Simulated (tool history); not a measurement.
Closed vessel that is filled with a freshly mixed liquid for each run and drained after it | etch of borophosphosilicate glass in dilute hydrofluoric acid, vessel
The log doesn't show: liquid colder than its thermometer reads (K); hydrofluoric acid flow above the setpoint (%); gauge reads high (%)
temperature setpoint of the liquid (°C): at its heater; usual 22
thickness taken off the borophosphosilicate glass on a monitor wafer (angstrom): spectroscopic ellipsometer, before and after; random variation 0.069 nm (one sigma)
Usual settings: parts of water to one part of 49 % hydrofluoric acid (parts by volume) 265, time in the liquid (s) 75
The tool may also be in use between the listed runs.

run	hour	temperature setpoint of the liquid (°C)	parts of water to one part of 49 % hydrofluoric acid (parts by volume)	time in the liquid (s)	wafers since the last listed run	hours since the thermometer was replaced	hours since the hydrofluoric acid flow meter was replaced	hours since the gauge calibration	read-back film thickness of the borophosphosilicate glass reference wafer, read on the same gauge (nm)	thickness taken off the borophosphosilicate glass on a monitor wafer (angstrom)
1	0	22	265	75	0	1696.3	139.6	395.2	80	71.6
2	62	22	265	75	5849	1758.3	201.6	457.2	79.98	73.2
3	151.6	22	265	75	8453	1847.9	291.2	546.8	79.98	73.2
4	227.1	22	265	75	7123	1923.4	366.7	622.3	79.98	72.4
5	293.6	22	265	75	6274	1989.9	433.2	688.8	79.99	72.8
6	358.1	22	265	75	6085	2054.4	497.7	753.3	79.99	74.7
7	455.1	22	350	45	9151	2151.4	594.7	850.3	80	31.2
8	514.8	22	350	45	5632	2211.1	654.4	910	80.03	31.5
9	581.5	25.5	205	75	6293	2277.8	721.1	976.7	79.98	118.3

The next listed run, before its measurement:
# hour 606.8: hydrofluoric acid flow meter replaced
10	658.3	22	265	75	7151	2354.6	51.5	1053.5	?	?

read-back film thickness of the borophosphosilicate glass reference wafer, read on the same gauge (nm): 80.04
thickness taken off the borophosphosilicate glass on a monitor wafer (angstrom): 69.7
Without the tool's hidden state the same run would have given thickness taken off the borophosphosilicate glass on a monitor wafer (angstrom) 76.9.
